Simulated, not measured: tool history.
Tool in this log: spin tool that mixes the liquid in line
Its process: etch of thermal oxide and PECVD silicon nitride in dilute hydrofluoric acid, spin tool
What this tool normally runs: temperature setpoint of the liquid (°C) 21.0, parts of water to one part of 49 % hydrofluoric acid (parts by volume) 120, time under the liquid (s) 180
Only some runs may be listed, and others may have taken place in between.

run	hour	temperature setpoint of the liquid (°C)	parts of water to one part of 49 % hydrofluoric acid (parts by volume)	time under the liquid (s)	read-back film thickness of the thermal oxide reference wafer, read on the same gauge (nm)	read-back film thickness of the PECVD silicon nitride reference wafer, read on the same gauge (nm)	thickness taken off the thermal oxide on a monitor wafer (angstrom)	thickness taken off the PECVD silicon nitride on a monitor wafer (angstrom)
1	0.0	21.0	140	180	150.01	39.998	56.3	20.61
2	28.5	21.0	120	180	149.99	39.953	67.3	23.02
3	90.3	21.0	120	155	149.99	40.002	58.1	19.72
4	149.1	21.0	120	180	149.96	40.027	67.7	23.89
5	271.2	21.0	120	180	150.03	40.003	68.2	23.17
6	300.6	21.0	120	180	150.00	39.981	68.3	23.51
7	359.5	21.0	120	180	150.01	40.065	68.4	24.02
8	394.5	21.0	120	180	149.97	39.997	68.6	23.84
9	423.5	21.0	120	180	150.01	39.996	68.9	23.51
10	465.3	18.5	75	270	150.01	39.960	156.2	48.44
11	521.7	21.0	140	180	149.98	40.004	58.1	20.52
12	565.9	26.0	90	110	150.01	40.038	71.4	27.29
13	637.5	22.5	180	240	150.03	40.011	61.1	24.06
# hour 684.3: hydrofluoric acid flow meter replaced
14	758.8	17.5	120	120	149.99	40.013	38.5	12.33
15	819.2	21.0	170	180	149.99	40.007	44.7	16.73
16	881.6	21.0	120	180	149.98	40.002	67.2	23.91
17	908.7	24.5	120	235	150.00	40.016	100.1	39.31
# hour 945.9: thermometer replaced
18	975.5	24.0	170	245	149.99	39.950	65.8	25.64
# hour 994.5: gauge calibrated
19	1021.9	23.0	120	265	149.99	39.953	103.1	37.05
20	1089.4	25.0	140	270	149.99	39.979	95.5	38.18
21	1128.6	21.0	120	180	150.05	40.021	65.1	22.40
22	1182.9	23.0	175	225	150.04	39.978	57.1	21.53
23	1211.5	21.0	120	180	150.01	39.981	65.4	23.01
24	1240.0	21.0	65	180	149.99	40.018	128.4	41.29
25	1310.3	23.5	120	245	149.99	40.007	98.3	36.14
26	1376.2	18.0	175	180	150.03	40.022	37.7	13.08
27	1414.4	21.0	170	180	150.01	39.995	44.2	16.19

3 ways to go on from here, each from the tool as it stands after run 27. What would each give?
A	1414.9	17.5	120	180	?	?	?	?
B	1414.9	17.0	70	180	?	?	?	?
C	1414.9	17.0	150	285	?	?	?	?

run	read-back film thickness of the thermal oxide reference wafer, read on the same gauge (nm)	read-back film thickness of the PECVD silicon nitride reference wafer, read on the same gauge (nm)	thickness taken off the thermal oxide on a monitor wafer (angstrom)	thickness taken off the PECVD silicon nitride on a monitor wafer (angstrom)
A	150.00	39.984	57.4	17.85
B	150.00	39.984	101.5	29.10
C	150.00	39.984	69.1	22.01
With the hidden condition removed and each run's random variation left untouched, the same runs would have given:
run	thickness taken off the thermal oxide on a monitor wafer (angstrom)	thickness taken off the PECVD silicon nitride on a monitor wafer (angstrom)
A	55.1	16.98
B	97.5	27.64
C	66.4	20.93

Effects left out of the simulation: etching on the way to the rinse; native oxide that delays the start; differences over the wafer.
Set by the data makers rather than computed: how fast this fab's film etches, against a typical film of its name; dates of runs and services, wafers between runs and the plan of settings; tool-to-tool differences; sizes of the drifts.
